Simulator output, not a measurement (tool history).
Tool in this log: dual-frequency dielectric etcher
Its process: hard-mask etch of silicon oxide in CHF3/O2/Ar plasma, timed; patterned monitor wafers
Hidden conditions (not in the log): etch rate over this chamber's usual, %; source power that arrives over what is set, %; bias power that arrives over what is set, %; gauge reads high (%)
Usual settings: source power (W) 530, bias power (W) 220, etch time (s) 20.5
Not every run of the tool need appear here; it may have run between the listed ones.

run     day  source power (W)  bias power (W)  etch time (s)  wafers since the last listed run  hours since the last wet clean  hours since the last source power generator calibration  hours since the last bias power generator calibration  hours since the last upper electrode change  hours since the gauge calibration  read-back reference wafer on the same gauge, depth_nm  mean etch depth across the wafer (nm)
  1   0.000               530             220           23.0                                 0                           473.1                                                   2529.3                                                  944.0                                       4071.8                             1670.9                                                  38.62                                  47.37
      0.300  -- gauge calibrated
  2   2.883               600             220           20.5                               920                           542.3                                                   2598.5                                                 1013.2                                       4141.0                               62.0                                                  38.58                                  44.28
  3   4.688               600             220           20.5                               576                           585.6                                                   2641.8                                                 1056.5                                       4184.3                              105.3                                                  38.60                                  44.65
      6.917  -- wet clean of the chamber
  4   7.717               530             220           20.5                               648                            19.2                                                   2714.5                                                 1129.2                                       4257.0                              178.0                                                  38.62                                  40.67
  5  10.917               530             220           20.5                              1021                            96.0                                                   2791.3                                                 1206.0                                       4333.8                              254.8                                                  38.60                                  40.61
  6  13.842               530             220           20.5                               934                           166.2                                                   2861.5                                                 1276.2                                       4404.0                              325.0                                                  38.58                                  41.61
  7  17.404               530             220           20.5                              1137                           251.7                                                   2947.0                                                 1361.7                                       4489.5                              410.5                                                  38.62                                  41.86
  8  21.150               530             220           20.5                              1196                           341.6                                                   3036.9                                                 1451.6                                       4579.4                              500.4                                                  38.58                                  41.76
  9  23.654               530             220           20.5                               799                           401.7                                                   3097.0                                                 1511.7                                       4639.5                              560.5                                                  38.59                                  41.76
 10  25.467               440             220           20.5                               578                           445.2                                                   3140.5                                                 1555.2                                       4683.0                              604.0                                                  38.58                                  39.26
 11  28.162               530             245           20.5                               860                           509.9                                                   3205.2                                                 1619.9                                       4747.7                              668.7                                                  38.63                                  44.17
 12  30.071               620             256           17.5                               609                           555.7                                                   3251.0                                                 1665.7                                       4793.5                              714.5                                                  38.58                                  40.78
     32.808  -- upper electrode replaced
     33.075  -- wet clean of the chamber
 13  34.517               530             220           22.5                              1014                            34.6                                                   3357.7                                                 1772.4                                         41.0                              821.2                                                  38.57                                  44.83
 14  38.250               530             262           20.5                              1192                           124.2                                                   3447.3                                                 1862.0                                        130.6                              910.8                                                  38.57                                  44.11
 15  41.054               530             220           20.5                               895                           191.5                                                   3514.6                                                 1929.3                                        197.9                              978.1                                                  38.62                                  41.61
 16  45.112               530             220           20.5                              1296                           288.9                                                   3612.0                                                 2026.7                                        295.3                             1075.5                                                  38.59                                  41.34
 17  46.988               530             220           20.5                               598                           333.9                                                   3657.0                                                 2071.7                                        340.3                             1120.5                                                  38.60                                  41.56
 18  50.862               460             220           17.5                              1237                           426.9                                                   3750.0                                                 2164.7                                        433.3                             1213.5                                                  38.61                                  33.74
     54.346  -- gauge calibrated
     55.629  -- source power generator calibrated
     57.938  -- bias power generator calibrated
     58.721  -- wet clean of the chamber
 19  61.388               530             220           20.5                              3004                            64.0                                                    138.2                                                   82.8                                        685.9                              169.0                                                  38.61                                  41.09
 20  65.325               530             220           20.5                              1257                           158.5                                                    232.7                                                  177.3                                        780.4                              263.5                                                  38.64                                  41.47
 21  68.883               400             173           18.5                              1136                           243.9                                                    318.1                                                  262.7                                        865.8                              348.9                                                  38.64                                  30.88
 22  71.071               600             220           16.0                               698                           296.4                                                    370.6                                                  315.2                                        918.3                              401.4                                                  38.58                                  34.23
 23  74.700               450             220           20.5                              1159                           383.5                                                    457.7                                                  402.3                                       1005.4                              488.5                                                  38.61                                  39.55

Below are 4 alternative next runs, each starting from the tool's condition after run 23. Predict each:
  A  74.717               530             220           20.5                                 5                           383.9                                                    458.1                                                  402.7                                       1005.8                              488.9                                                      ?                                      ?
  B  74.717               470             220           20.5                                 5                           383.9                                                    458.1                                                  402.7                                       1005.8                              488.9                                                      ?                                      ?
  C  74.717               530             244           15.5                                 5                           383.9                                                    458.1                                                  402.7                                       1005.8                              488.9                                                      ?                                      ?
  D  74.717               530             220           18.5                                 5                           383.9                                                    458.1                                                  402.7                                       1005.8                              488.9                                                      ?                                      ?

run  read-back reference wafer on the same gauge, depth_nm  mean etch depth across the wafer (nm)
  A                                                  38.60                                  42.05
  B                                                  38.60                                  40.12
  C                                                  38.60                                  33.07
  D                                                  38.60                                  37.95
With the hidden condition removed and each run's random variation left untouched, the same runs would have given:
run  mean etch depth across the wafer (nm)
  A                                  40.92
  B                                  39.04
  C                                  32.17
  D                                  36.93
